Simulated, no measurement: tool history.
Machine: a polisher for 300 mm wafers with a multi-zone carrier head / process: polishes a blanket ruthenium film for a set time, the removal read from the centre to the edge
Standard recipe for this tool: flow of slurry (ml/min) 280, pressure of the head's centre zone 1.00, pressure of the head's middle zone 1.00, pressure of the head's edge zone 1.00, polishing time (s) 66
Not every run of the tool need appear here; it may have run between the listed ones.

run     day  flow of slurry (ml/min)  pressure of the head's centre zone  pressure of the head's middle zone  pressure of the head's edge zone  polishing time (s)  wafers since the last listed run  wafers polished on this pad  hours since the slurry nozzle was cleaned  hours since the centre zone pressure was calibrated  hours since the edge zone pressure was calibrated  hours since the carrier head's membrane was replaced  incoming thickness of the incoming film, nm  film removed at the wafer's centre (Å)  film removed at mid-radius (Å)  film removed at the wafer's edge (Å)
  1   0.000                      280                                1.00                                1.00                              0.92                  66                                 0                          733                                      344.9                                                931.8                                              439.1                                                1098.9                                        338.2                                     575                             558                                   538
  2   0.975                      280                                1.00                                1.00                              0.92                  66                               137                          870                                      368.3                                                955.2                                              462.5                                                1122.3                                        334.2                                     571                             549                                   547
      3.238  -- worn pad replaced by a new one
  3   3.925                      255                                1.00                                1.00                              1.08                  66                               392                           96                                      439.1                                               1026.0                                              533.3                                                1193.1                                        340.4                                     571                             550                                   563
  4   4.846                      255                                1.00                                1.00                              1.08                  66                               129                          226                                      461.2                                               1048.1                                              555.4                                                1215.2                                        337.0                                     587                             544                                   577
  5   5.546                      280                                1.00                                0.94                              1.05                  66                                98                          325                                      478.0                                               1064.9                                              572.2                                                1232.0                                        342.7                                     578                             533                                   569
  6   6.742                      280                                1.00                                1.00                              1.00                  66                               168                          493                                      506.7                                               1093.6                                              600.9                                                1260.7                                        334.5                                     581                             551                                   554
  7   8.188                      280                                1.00                                1.00                              1.00                  66                               203                          697                                      541.4                                               1128.3                                              635.6                                                1295.4                                        338.6                                     584                             564                                   552
  8   9.254                      280                                1.00                                1.00                              1.00                  66                               150                          847                                      567.0                                               1153.9                                              661.2                                                1321.0                                        342.0                                     586                             565                                   561
  9  10.238                      280                                1.00                                1.00                              1.00                  66                               138                          986                                      590.6                                               1177.5                                              684.8                                                1344.6                                        345.2                                     577                             550                                   565
 10  10.783                      280                                1.00                                1.00                              1.00                  66                                76                         1062                                      603.7                                               1190.6                                              697.9                                                1357.7                                        342.7                                     581                             551                                   557
     11.362  -- worn pad replaced by a new one
 11  12.129                      280                                1.00                                1.00                              1.00                  66                               166                          108                                      636.0                                               1222.9                                              730.2                                                1390.0                                        339.9                                     598                             559                                   560
 12  13.025                      230                                1.12                                1.00                              1.07                  74                               126                          234                                      657.5                                               1244.4                                              751.7                                                1411.5                                        340.3                                     735                             615                                   635
     13.304  -- edge zone pressure recalibrated
     13.500  -- slurry nozzle cleaned
     13.771  -- carrier head's membrane replaced by a new one
 13  14.517                      280                                1.00                                1.00                              1.00                  66                               163                          397                                       24.4                                               1280.2                                               29.1                                                  17.9                                        339.0                                     600                             552                                   556
 14  15.967                      280                                0.96                                1.00                              0.90                  66                               204                          601                                       59.2                                               1315.0                                               63.9                                                  52.7                                        338.8                                     579                             550                                   532
 15  16.783                      310                                0.94                                1.00                              0.96                  50                               115                          716                                       78.8                                               1334.6                                               83.5                                                  72.3                                        344.3                                     433                             421                                   418
     17.733  -- centre zone pressure recalibrated
 16  18.046                      280                                1.00                                1.00                              1.00                  44                               166                          882                                      109.1                                                  7.5                                              113.8                                                 102.6                                        337.6                                     372                             368                                   372
     20.342  -- worn pad replaced by a new one
 17  21.012                      200                                1.03                                1.12                              1.00                  66                               394                           94                                      180.3                                                 78.7                                              185.0                                                 173.8                                        343.3                                     561                             599                                   542
 18  21.908                      280                                1.00                                0.96                              1.00                  43                               126                          220                                      201.8                                                100.2                                              206.5                                                 195.3                                        338.1                                     366                             350                                   365
 19  22.800                      185                                0.91                                0.95                              0.95                  66                               125                          346                                      223.2                                                121.6                                              227.9                                                 216.7                                        344.0                                     490                             525                                   539
 20  23.654                      280                                1.00                                1.00                              1.00                  66                               120                          466                                      243.7                                                142.1                                              248.4                                                 237.2                                        338.0                                     559                             549                                   560
 21  24.796                      345                                0.96                                1.00                              1.00                  66                               160                          627                                      271.1                                                169.5                                              275.8                                                 264.6                                        336.1                                     549                             569                                   562

Alternative continuations, all from the tool just after run 21; predict every row:
  A  24.812                      280                                1.00                                1.00                              1.00                  66                                 2                          629                                      271.5                                                169.9                                              276.2                                                 265.0                                        338.8                                       ?                               ?                                     ?
  B  24.812                      280                                1.07                                1.00                              1.00                  66                                 2                          629                                      271.5                                                169.9                                              276.2                                                 265.0                                        338.8                                       ?                               ?                                     ?
  C  24.812                      215                                1.00                                0.92                              1.00                  87                                 2                          629                                      271.5                                                169.9                                              276.2                                                 265.0                                        338.8                                       ?                               ?                                     ?
  D  24.812                      280                                0.90                                1.00                              1.00                  76                                 2                          629                                      271.5                                                169.9                                              276.2                                                 265.0                                        338.8                                       ?                               ?                                     ?

run  film removed at the wafer's centre (Å)  film removed at mid-radius (Å)  film removed at the wafer's edge (Å)
  A                                     547                             553                                   563
  B                                     586                             552                                   563
  C                                     707                             671                                   733
  D                                     567                             637                                   649
The same runs, with their run-to-run variation unchanged, on a tool lacking any hidden condition would have given:
run  film removed at the wafer's centre (Å)  film removed at mid-radius (Å)  film removed at the wafer's edge (Å)
  A                                     535                             553                                   563
  B                                     572                             552                                   563
  C                                     691                             671                                   733
  D                                     554                             637                                   649
